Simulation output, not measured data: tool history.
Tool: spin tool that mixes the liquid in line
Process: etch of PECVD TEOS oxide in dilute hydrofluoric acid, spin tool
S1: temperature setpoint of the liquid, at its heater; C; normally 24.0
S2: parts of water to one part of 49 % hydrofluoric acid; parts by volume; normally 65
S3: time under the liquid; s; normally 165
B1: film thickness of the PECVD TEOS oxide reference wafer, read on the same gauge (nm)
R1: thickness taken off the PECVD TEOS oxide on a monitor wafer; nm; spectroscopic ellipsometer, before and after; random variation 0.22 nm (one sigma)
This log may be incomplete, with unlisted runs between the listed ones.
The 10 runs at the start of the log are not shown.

run	hour	S1	S2	S3	B1	R1
11	197.9	24.0	65	165	69.99	24.74
12	213.1	24.0	65	165	70.01	25.06
13	219.8	24.0	65	235	70.01	35.58
14	229.6	24.0	80	165	69.96	19.91
15	246.7	24.0	80	165	70.00	20.09
# hour 255.8: hydrofluoric acid flow meter replaced
16	260.5	24.0	65	165	70.01	24.99
17	269.5	24.0	35	135	70.01	39.07
18	276.9	25.5	40	125	70.00	33.47
19	291.6	19.5	55	80	70.00	11.92
20	308.1	24.0	50	165	69.99	32.90
21	320.9	19.0	45	205	70.03	37.17
22	331.6	25.5	65	165	69.98	26.58
23	348.1	24.0	65	165	69.98	24.73

Expected results for the next run?
24	365.2	27.5	35	240	?	?

Run 24 gave B1 70.02, R1 80.69 nm.
Minus the tool's unlogged condition, the same run would have read R1 80.69 nm.
